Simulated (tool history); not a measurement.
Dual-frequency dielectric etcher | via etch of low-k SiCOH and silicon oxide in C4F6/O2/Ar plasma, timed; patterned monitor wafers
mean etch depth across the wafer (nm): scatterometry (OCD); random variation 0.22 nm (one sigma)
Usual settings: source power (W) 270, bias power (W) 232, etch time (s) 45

| run | day | source power (W) | bias power (W) | etch time (s) | wafers since the last listed run | hours since the last wet clean | hours since the last source power generator calibration | hours since the last bias power generator calibration | hours since the last upper electrode change | hours since the gauge calibration | read-back reference wafer on the same gauge, depth_nm | mean etch depth across the wafer (nm) |
|---|---|---|---|---|---|---|---|---|---|---|---|---|
| 1 | 0 | 270 | 232 | 45 | 0 | 331.2 | 2282.3 | 3985.9 | 3432.2 | 96.8 | 116 | 108.5 |
| 2 | 1.333 | 270 | 232 | 45 | 571 | 363.2 | 2314.3 | 4017.9 | 3464.2 | 128.8 | 116 | 108.7 |
| 3 | 2.125 | 300 | 217 | 45 | 339 | 382.2 | 2333.3 | 4036.9 | 3483.2 | 147.8 | 116.1 | 112.5 |
| 4 | 3.367 | 290 | 199 | 45 | 532 | 412 | 2363.1 | 4066.7 | 3513 | 177.6 | 116 | 108 |
|  | 5.358 | wet clean of the chamber |
| 5 | 5.379 | 290 | 199 | 45 | 434 | 0.5 | 2411.4 | 4115 | 3561.3 | 225.9 | 116 | 102.4 |
|  | 6.379 | source power generator calibrated |
|  | 6.517 | upper electrode replaced |
| 6 | 6.538 | 290 | 199 | 45 | 367 | 28.3 | 3.8 | 4142.8 | 0.5 | 253.7 | 116 | 102.4 |
| 7 | 6.6 | 240 | 232 | 45 | 26 | 29.8 | 5.3 | 4144.3 | 2 | 255.2 | 116.1 | 96.6 |
|  | 8.271 | bias power generator calibrated |
|  | 8.933 | wet clean of the chamber, repeated, since the last time left the tool worse |
| 8 | 8.954 | 240 | 232 | 45 | 655 | 0.5 | 61.8 | 16.4 | 58.5 | 311.7 | 116 | 100.3 |
| 9 | 8.967 | 270 | 232 | 41.5 | 5 | 0.8 | 62.1 | 16.7 | 58.8 | 312 | 116 | 98.5 |
| 10 | 10.112 | 270 | 232 | 45 | 491 | 28.3 | 89.6 | 44.2 | 86.3 | 339.5 | 115.9 | 107.1 |
| 11 | 10.738 | 320 | 273 | 36 | 268 | 43.3 | 104.6 | 59.2 | 101.3 | 354.5 | 116 | 98 |
| 12 | 12.129 | 270 | 253 | 45 | 596 | 76.7 | 138 | 92.6 | 134.7 | 387.9 | 116 | 109.8 |
|  | 12.55 | gauge calibrated |
| 13 | 13.117 | 250 | 269 | 53.5 | 423 | 100.4 | 161.7 | 116.3 | 158.4 | 13.6 | 116 | 127.8 |
| 14 | 14.254 | 320 | 282 | 55.5 | 487 | 127.7 | 189 | 143.6 | 185.7 | 40.9 | 116 | 153.2 |
| 15 | 14.792 | 330 | 277 | 41 | 230 | 140.6 | 201.9 | 156.5 | 198.6 | 53.8 | 116 | 114.4 |
| 16 | 15.696 | 300 | 217 | 45 | 387 | 162.3 | 223.6 | 178.2 | 220.3 | 75.5 | 116 | 111.4 |
| 17 | 16.658 | 270 | 204 | 45 | 412 | 185.4 | 246.7 | 201.3 | 243.4 | 98.6 | 116 | 103.8 |

Forecast each of these 5 alternatives for the next run:
| A | 16.675 | 270 | 232 | 45 | 7 | 185.8 | 247.1 | 201.7 | 243.8 | 99 | ? | ? |
| B | 16.675 | 310 | 258 | 45 | 7 | 185.8 | 247.1 | 201.7 | 243.8 | 99 | ? | ? |
| C | 16.675 | 220 | 232 | 45 | 7 | 185.8 | 247.1 | 201.7 | 243.8 | 99 | ? | ? |
| D | 16.675 | 200 | 188 | 37 | 7 | 185.8 | 247.1 | 201.7 | 243.8 | 99 | ? | ? |
| E | 16.675 | 270 | 177 | 49 | 7 | 185.8 | 247.1 | 201.7 | 243.8 | 99 | ? | ? |

| run | read-back reference wafer on the same gauge, depth_nm | mean etch depth across the wafer (nm) |
|---|---|---|
| A | 116 | 108 |
| B | 116 | 119.9 |
| C | 116 | 96.2 |
| D | 116 | 70.1 |
| E | 116 | 108.9 |
Without the tool's hidden state the same runs would have given:
| run | mean etch depth across the wafer (nm) |
|---|---|
| A | 107.1 |
| B | 118.8 |
| C | 95.4 |
| D | 69.5 |
| E | 107.9 |
